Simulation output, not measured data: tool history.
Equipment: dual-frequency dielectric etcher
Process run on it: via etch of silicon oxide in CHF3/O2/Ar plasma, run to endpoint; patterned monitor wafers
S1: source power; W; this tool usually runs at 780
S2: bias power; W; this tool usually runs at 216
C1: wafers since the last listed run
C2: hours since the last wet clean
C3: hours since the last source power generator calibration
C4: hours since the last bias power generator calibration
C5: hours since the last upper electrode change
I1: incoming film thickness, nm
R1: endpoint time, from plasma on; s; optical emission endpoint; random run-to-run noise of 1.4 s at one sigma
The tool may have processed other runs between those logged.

run   hour   S1   S2   C1     C2      C3      C4      C5     I1     R1
  1      0  780  180    0    342  4709.1  2183.1  2096.6  615.2  256.8
  2   26.9  780  180  150  368.9    4736    2210  2123.5  616.9  259.1
  3   54.3  780  216  153  396.3  4763.4  2237.4  2150.9    617  240.3
  4   84.7  780  216  170  426.7  4793.8  2267.8  2181.3  616.8    237
  5   97.5  780  216   71  439.5  4806.6  2280.6  2194.1  618.4  239.7
  6  113.9  780  216   91  455.9    4823    2297  2210.5  622.3  240.8
  7  130.5  780  216   92  472.5  4839.6  2313.6  2227.1  610.5  235.4
  8  142.6  780  216   67  484.6  4851.7  2325.7  2239.2  615.1  238.5
       172  -- wet clean of the chamber
  9  172.5  780  216   33    0.5  4881.6  2355.6  2269.1  619.2    251
 10  179.1  780  216   36    7.1  4888.2  2362.2  2275.7  619.1  251.2
 11  203.1  690  216  134   31.1  4912.2  2386.2  2299.7  615.8  265.5
 12  234.4  690  216  175   62.4  4943.5  2417.5    2331  616.3  265.9
 13  257.3  780  192  128   85.3  4966.4  2440.4  2353.9  618.3  262.5
 14  287.8  890  244  170  115.8  4996.9  2470.9  2384.4  614.4    218
 15  310.4  780  216  126  138.4  5019.5  2493.5    2407  619.8  249.5
 16  341.4  780  216  173  169.4  5050.5  2524.5    2438    624  249.4
 17  374.5  920  184  185  202.5  5083.6  2557.6  2471.1  618.8    242
 18  407.2  780  185  183  235.2  5116.3  2590.3  2503.8  618.7  261.7

Estimate the outcome of run 19 from the log above:
     484.5  -- upper electrode replaced, of another model than before
 19   485  780  199  301  313  5194.1  2668.1  0.5  612.2   ?

Run 19 gave R1 247 s.
Without the tool's hidden state the same run would have given R1 252 s.

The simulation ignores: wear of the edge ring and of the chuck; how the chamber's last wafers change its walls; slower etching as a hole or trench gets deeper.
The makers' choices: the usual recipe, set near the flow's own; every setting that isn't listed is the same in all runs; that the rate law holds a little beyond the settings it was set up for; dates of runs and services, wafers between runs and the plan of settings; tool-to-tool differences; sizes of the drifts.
